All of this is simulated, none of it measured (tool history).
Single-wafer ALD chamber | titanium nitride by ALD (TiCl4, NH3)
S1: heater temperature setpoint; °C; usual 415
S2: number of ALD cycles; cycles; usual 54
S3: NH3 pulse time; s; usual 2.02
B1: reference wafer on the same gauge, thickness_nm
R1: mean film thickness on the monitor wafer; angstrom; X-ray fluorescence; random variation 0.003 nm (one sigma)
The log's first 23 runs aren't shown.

Run 24, hour 622.4: usual settings; B1 1.271. Result: R1 11.94 angstrom.
At hour 650.8: thermocouple changed; heater temperature recalibrated.
Run 25, hour 651.3: usual settings but S1 405 °C; B1 1.27. Result: R1 11.94 angstrom.
Run 26, hour 659: usual settings but S2 63 cycles, S3 1.4 s; B1 1.269. Result: R1 13.69 angstrom.
Run 27, hour 678.8: usual settings but S1 421 °C, S2 48 cycles, S3 1.23 s; B1 1.269. Result: R1 10.37 angstrom.
Run 28, hour 708.4: usual settings but S1 428 °C, S2 62 cycles, S3 2.28 s; B1 1.269. Result: R1 13.77 angstrom.
Run 29, hour 733.5: usual settings but S1 401 °C; B1 1.269. Result: R1 11.87 angstrom.
Run 30, hour 768.3: usual settings but S1 428 °C, S2 48 cycles, S3 1.56 s; B1 1.267. Result: R1 10.57 angstrom.
Run 31, hour 788.5: usual settings but S1 401 °C, S3 1.62 s; B1 1.267. Result: R1 11.72 angstrom.
Run 32, hour 804.9: usual settings but S1 404 °C; B1 1.267. Result: R1 11.9 angstrom.
Run 33, hour 839: usual settings but S2 46 cycles, S3 1.29 s; B1 1.266. Result: R1 9.9 angstrom.
Run 34, hour 864.8: usual settings; B1 1.267. Result: R1 11.93 angstrom.
Run 35, hour 886.9: usual settings but S1 401 °C, S3 1.23 s; B1 1.266. Result: R1 11.52 angstrom.
Run 36, hour 910.2: usual settings; B1 1.266. Result: R1 11.92 angstrom.
Run 37, hour 945.7: usual settings but S3 1.43 s; B1 1.265. Result: R1 11.74 angstrom.
Run 38, hour 964.5: usual settings but S3 2.67 s; B1 1.265. Result: R1 11.99 angstrom.

3 ways to go on from here, each from the tool as it stands after run 38. What would each give?
Run A, hour 965: usual settings; B1 ?. Result: R1 ?.
Run B, hour 965: usual settings but S1 430 °C, S3 1.45 s; B1 ?. Result: R1 ?.
Run C, hour 965: usual settings but S1 424 °C, S2 44 cycles, S3 2.47 s; B1 ?. Result: R1 ?.

run     B1     R1
  A  1.265  11.96
  B  1.265  11.85
  C  1.265   9.83
Without the tool's hidden state the same runs would have given:
run     R1
  A   12.1
  B  11.99
  C   9.95
